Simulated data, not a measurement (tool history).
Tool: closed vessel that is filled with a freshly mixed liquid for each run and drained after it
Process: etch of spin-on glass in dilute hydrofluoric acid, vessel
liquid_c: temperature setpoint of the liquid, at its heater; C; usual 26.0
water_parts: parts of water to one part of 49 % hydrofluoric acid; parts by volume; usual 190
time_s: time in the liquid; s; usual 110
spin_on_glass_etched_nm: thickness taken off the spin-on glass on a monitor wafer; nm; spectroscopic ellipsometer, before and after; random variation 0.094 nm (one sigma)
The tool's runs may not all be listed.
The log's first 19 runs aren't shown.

run	day	liquid_c	water_parts	time_s	wafers since the last listed run	hours since the thermometer was replaced	hours since the hydrofluoric acid flow meter was replaced	hours since the gauge calibration	read-back film thickness of the spin-on glass reference wafer, read on the same gauge (nm)	spin_on_glass_etched_nm
20	57.929	24.5	280	140	10491	1100.2	652.9	1507.5	140.06	14.18
21	60.696	23.0	135	160	6516	1166.6	719.3	1573.9	139.98	37.32
22	64.858	26.0	235	50	9804	1266.5	819.2	1673.8	140.01	6.65
23	69.133	26.0	240	125	10069	1369.1	921.8	1776.4	140.01	16.05
24	71.188	26.0	220	110	4838	1418.4	971.1	1825.7	139.99	15.67
25	73.225	26.0	190	130	4799	1467.3	1020.0	1874.6	140.03	22.26
# day 73.429: hydrofluoric acid flow meter replaced
26	75.425	28.5	190	110	5083	1520.1	47.9	1927.4	140.02	21.62
# day 77.075: thermometer replaced
# day 77.325: gauge calibrated
27	77.838	29.5	250	50	5584	18.3	105.8	12.3	139.98	7.18
28	80.717	26.0	270	110	6781	87.4	174.9	81.4	139.97	12.66
29	84.442	22.5	135	80	8773	176.8	264.3	170.8	140.00	18.75
30	87.892	30.0	135	85	8126	259.6	347.1	253.6	140.03	25.92
31	92.133	26.0	240	125	9990	361.4	448.9	355.4	139.98	16.41
32	94.933	28.0	275	135	6595	428.6	516.1	422.6	140.02	16.06
33	98.692	26.0	190	110	8852	518.8	606.3	512.8	140.02	19.09
34	100.762	29.5	280	60	4877	568.5	656.0	562.5	140.02	7.25

3 ways to go on from here, each from the tool as it stands after run 34. What would each give?
A	100.792	27.5	190	110	68	569.2	656.7	563.2	?	?
B	100.792	26.0	280	110	68	569.2	656.7	563.2	?	?
C	100.792	22.5	165	110	68	569.2	656.7	563.2	?	?

run	read-back film thickness of the spin-on glass reference wafer, read on the same gauge (nm)	spin_on_glass_etched_nm
A	139.99	20.15
B	139.99	11.73
C	139.99	19.84
Without the tool's hidden state the same runs would have given:
run	spin_on_glass_etched_nm
A	20.72
B	12.08
C	20.39

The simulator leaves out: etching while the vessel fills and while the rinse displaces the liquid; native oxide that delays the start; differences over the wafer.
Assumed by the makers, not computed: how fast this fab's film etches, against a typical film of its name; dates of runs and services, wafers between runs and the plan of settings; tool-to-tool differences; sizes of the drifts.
